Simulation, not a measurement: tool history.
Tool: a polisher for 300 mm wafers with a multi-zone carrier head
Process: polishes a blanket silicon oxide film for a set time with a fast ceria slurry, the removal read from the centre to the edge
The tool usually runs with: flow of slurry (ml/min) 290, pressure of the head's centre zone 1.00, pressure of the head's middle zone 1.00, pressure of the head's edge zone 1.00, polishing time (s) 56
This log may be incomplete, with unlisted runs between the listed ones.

run	hour	flow of slurry (ml/min)	pressure of the head's centre zone	pressure of the head's middle zone	pressure of the head's edge zone	polishing time (s)	incoming thickness of the incoming film, nm	film removed at the wafer's centre (angstrom)	film removed at mid-radius (angstrom)	film removed at the wafer's edge (angstrom)
1	0.0	290	0.93	1.00	1.00	56	1717.7	5652	5619	5507
2	32.1	290	1.00	1.00	1.00	56	1735.3	5985	5738	5576
3	100.2	290	1.00	1.00	1.00	56	1715.0	6162	5818	5526
# hour 107.2: slurry nozzle cleaned
4	148.6	255	1.00	1.00	1.07	56	1731.5	5990	5672	5674
# hour 155.9: edge zone pressure recalibrated
5	213.4	255	1.00	1.00	1.07	56	1728.6	5897	5586	5608
# hour 258.9: worn pad replaced by a new one
6	276.1	290	1.00	1.00	1.00	56	1741.5	6112	5635	5734
7	317.4	290	1.00	1.00	1.00	56	1758.2	6094	5941	5575
8	360.5	290	1.00	1.00	1.00	56	1728.3	6151	5742	5382
9	388.5	320	1.10	1.00	0.93	51	1721.9	6137	5212	5025
# hour 416.0: slurry nozzle cleaned
10	434.5	290	1.00	0.95	0.90	39	1729.8	4243	3955	3678
11	498.2	290	1.00	1.00	1.00	56	1709.8	6063	5788	5587
# hour 540.6: worn pad replaced by a new one
12	549.1	290	1.00	0.95	1.00	56	1732.4	6131	5529	5450
# hour 583.1: centre zone pressure recalibrated
13	586.3	205	1.11	1.00	1.00	37	1760.5	4129	3614	3522
# hour 595.0: carrier head's membrane replaced by a new one
14	627.8	290	0.96	1.00	1.04	56	1738.5	5703	5829	5585
# hour 683.7: edge zone pressure recalibrated
15	691.7	250	1.00	1.00	1.00	56	1733.1	5795	5769	5564
# hour 694.3: slurry nozzle cleaned
16	736.7	290	1.00	1.00	1.00	56	1737.8	5967	5617	5673
17	805.3	290	1.00	1.00	1.00	56	1732.4	6001	5765	5602
# hour 812.2: worn pad replaced by a new one
18	842.3	290	1.00	1.00	1.00	56	1723.1	6091	5864	5545
19	898.1	290	1.10	1.05	1.03	47	1720.1	5617	5058	4728
20	951.7	290	1.00	1.00	1.00	46	1753.6	5050	4729	4589
# hour 987.5: slurry nozzle cleaned
21	1011.4	290	1.07	1.00	1.00	56	1731.7	6463	5906	5519

Predict each of these 5 candidate next runs independently; none follows another, all start after run 21:
A	1011.8	290	1.00	1.11	1.00	56	1746.2	?	?	?
B	1011.8	205	1.00	1.00	1.06	68	1746.2	?	?	?
C	1011.8	290	1.00	1.00	1.00	42	1746.2	?	?	?
D	1011.8	290	1.12	1.00	1.00	56	1746.2	?	?	?
E	1011.8	345	1.00	1.00	0.91	56	1746.2	?	?	?

run	film removed at the wafer's centre (angstrom)	film removed at mid-radius (angstrom)	film removed at the wafer's edge (angstrom)
A	6012	6416	5597
B	6920	6798	6695
C	4505	4403	4204
D	6732	5867	5605
E	6123	5973	5515
Without the tool's hidden state the same runs would have given:
run	film removed at the wafer's centre (angstrom)	film removed at mid-radius (angstrom)	film removed at the wafer's edge (angstrom)
A	5864	6416	5597
B	6750	6798	6695
C	4394	4403	4204
D	6568	5867	5605
E	5972	5974	5515
